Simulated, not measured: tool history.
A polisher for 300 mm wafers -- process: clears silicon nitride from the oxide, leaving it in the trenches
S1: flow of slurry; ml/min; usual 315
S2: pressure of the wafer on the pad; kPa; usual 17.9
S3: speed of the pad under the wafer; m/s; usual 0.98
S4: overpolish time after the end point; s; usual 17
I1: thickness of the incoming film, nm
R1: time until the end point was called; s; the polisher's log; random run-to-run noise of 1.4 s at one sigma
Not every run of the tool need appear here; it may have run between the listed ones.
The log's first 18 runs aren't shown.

run,hour,S1,S2,S3,S4,I1,R1
# hour 592.1: head pressure recalibrated
19,596.0,380,17.9,0.98,17,89.0,100.9
20,618.8,315,17.9,0.98,17,90.0,104.4
# hour 645.7: worn pad replaced by a new one
21,652.2,315,17.9,0.98,12,88.4,95.0
22,667.8,315,17.9,0.98,17,89.9,95.6
23,681.9,315,17.9,0.98,17,88.9,94.3
24,707.8,225,17.9,1.08,17,88.9,88.4
25,738.8,315,22.1,0.98,17,90.2,78.2
26,768.1,315,24.1,0.72,17,91.4,102.6
27,798.1,315,17.9,0.98,17,88.2,96.5

Predict the results of run 28:
28,830.4,345,17.9,0.98,17,90.0,?

R1: 97.1 s
Were there no unlogged condition in the tool, this run, its random variation unchanged, would have produced R1 93.7 s.
